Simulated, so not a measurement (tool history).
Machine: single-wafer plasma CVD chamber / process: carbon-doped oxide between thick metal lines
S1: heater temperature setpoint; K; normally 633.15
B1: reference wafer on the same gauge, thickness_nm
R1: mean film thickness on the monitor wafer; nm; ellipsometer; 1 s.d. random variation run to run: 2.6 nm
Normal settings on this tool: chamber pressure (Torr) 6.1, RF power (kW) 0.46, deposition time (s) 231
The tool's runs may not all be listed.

Run 1, hour 0: usual settings but chamber pressure (Torr) 6.62, RF power (kW) 0.535; B1 1169.936. Result: R1 1269.459 nm.
At hour 8.7: showerhead replaced.
Run 2, hour 24.5: usual settings; B1 1170.067. Result: R1 1173.636 nm.
Run 3, hour 61.5: usual settings; B1 1170.127. Result: R1 1171.06 nm.
Run 4, hour 123.4: usual settings; B1 1170.312. Result: R1 1167.074 nm.
Run 5, hour 163.5: usual settings; B1 1169.92. Result: R1 1164.216 nm.
At hour 176.6: gauge calibrated.
Run 6, hour 192.5: usual settings; B1 1170.351. Result: R1 1166.361 nm.
Run 7, hour 228.1: usual settings but chamber pressure (Torr) 5.28, deposition time (s) 251; B1 1170.009. Result: R1 1247.686 nm.
Run 8, hour 289.3: usual settings but chamber pressure (Torr) 5.28, deposition time (s) 251; B1 1169.87. Result: R1 1242.293 nm.
Run 9, hour 347.5: usual settings but chamber pressure (Torr) 6.69, RF power (kW) 0.535; B1 1170.024. Result: R1 1268.344 nm.
Run 10, hour 418.1: usual settings; B1 1170.115. Result: R1 1171.242 nm.
At hour 454.6: thermocouple changed; heater temperature recalibrated.
Run 11, hour 455.1: usual settings but S1 625.15 K, chamber pressure (Torr) 5.05, deposition time (s) 261; B1 1169.749. Result: R1 1320.942 nm.
Run 12, hour 489: usual settings; B1 1169.753. Result: R1 1169.599 nm.
Run 13, hour 533.8: usual settings but chamber pressure (Torr) 4.84, RF power (kW) 0.525, deposition time (s) 212; B1 1170.28. Result: R1 1103.667 nm.
Run 14, hour 581.2: usual settings but deposition time (s) 197; B1 1169.917. Result: R1 995.639 nm.
At hour 708.1: RF generator calibrated.
Run 15, hour 762: usual settings; B1 1170.659. Result: R1 1171.975 nm.
Run 16, hour 802.4: usual settings but S1 619.15 K, chamber pressure (Torr) 5.37; B1 1169.941. Result: R1 1198.231 nm.
Run 17, hour 845.9: usual settings; B1 1170.112. Result: R1 1171.861 nm.
Run 18, hour 871.4: usual settings but S1 619.15 K, chamber pressure (Torr) 7.25, RF power (kW) 0.535, deposition time (s) 198; B1 1169.911. Result: R1 1136.558 nm.
Run 19, hour 898: usual settings but S1 639.15 K, deposition time (s) 203; B1 1170.28. Result: R1 1015.974 nm.
At hour 928.5: capacitance manometer re-zeroed and calibrated.
Run 20, hour 955.4: usual settings but S1 637.15 K, chamber pressure (Torr) 4.98, RF power (kW) 0.495, deposition time (s) 243; B1 1169.93. Result: R1 1227.439 nm.
Run 21, hour 992.6: usual settings; B1 1170.219. Result: R1 1167.986 nm.
Run 22, hour 1043.7: usual settings but S1 628.15 K, chamber pressure (Torr) 7.07; B1 1170.453. Result: R1 1199.644 nm.
Run 23, hour 1213: usual settings but S1 647.15 K, RF power (kW) 0.435, deposition time (s) 260; B1 1170.015. Result: R1 1239.335 nm.
Run 24, hour 1251.8: usual settings; B1 1170.298. Result: R1 1168.486 nm.
Run 25, hour 1293.4: usual settings but S1 626.15 K, chamber pressure (Torr) 6.94, deposition time (s) 214; B1 1170.007. Result: R1 1120.078 nm.
Run 26, hour 1333.7: usual settings; B1 1170.171. Result: R1 1173.146 nm.
Run 27, hour 1376.6: usual settings; B1 1170.651. Result: R1 1168.908 nm.

Forecast each of these 5 alternatives for the next run:
Run A, hour 1377.1: usual settings but RF power (kW) 0.55; B1 ?. Result: R1 ?.
Run B, hour 1377.1: usual settings but S1 620.15 K, RF power (kW) 0.39; B1 ?. Result: R1 ?.
Run C, hour 1377.1: usual settings but RF power (kW) 0.425, deposition time (s) 215; B1 ?. Result: R1 ?.
Run D, hour 1377.1: usual settings but chamber pressure (Torr) 7.25, deposition time (s) 203; B1 ?. Result: R1 ?.
Run E, hour 1377.1: usual settings but S1 620.15 K, chamber pressure (Torr) 4.6, deposition time (s) 198; B1 ?. Result: R1 ?.

run        B1        R1
  A  1170.118  1268.837
  B  1170.118  1121.045
  C  1170.118  1049.487
  D  1170.118  1046.136
  E  1170.118  1001.243
Stripped of hidden state, with their random variation kept, the same runs would have yielded:
run        R1
  A  1268.837
  B  1121.045
  C  1049.487
  D  1046.136
  E  1001.243
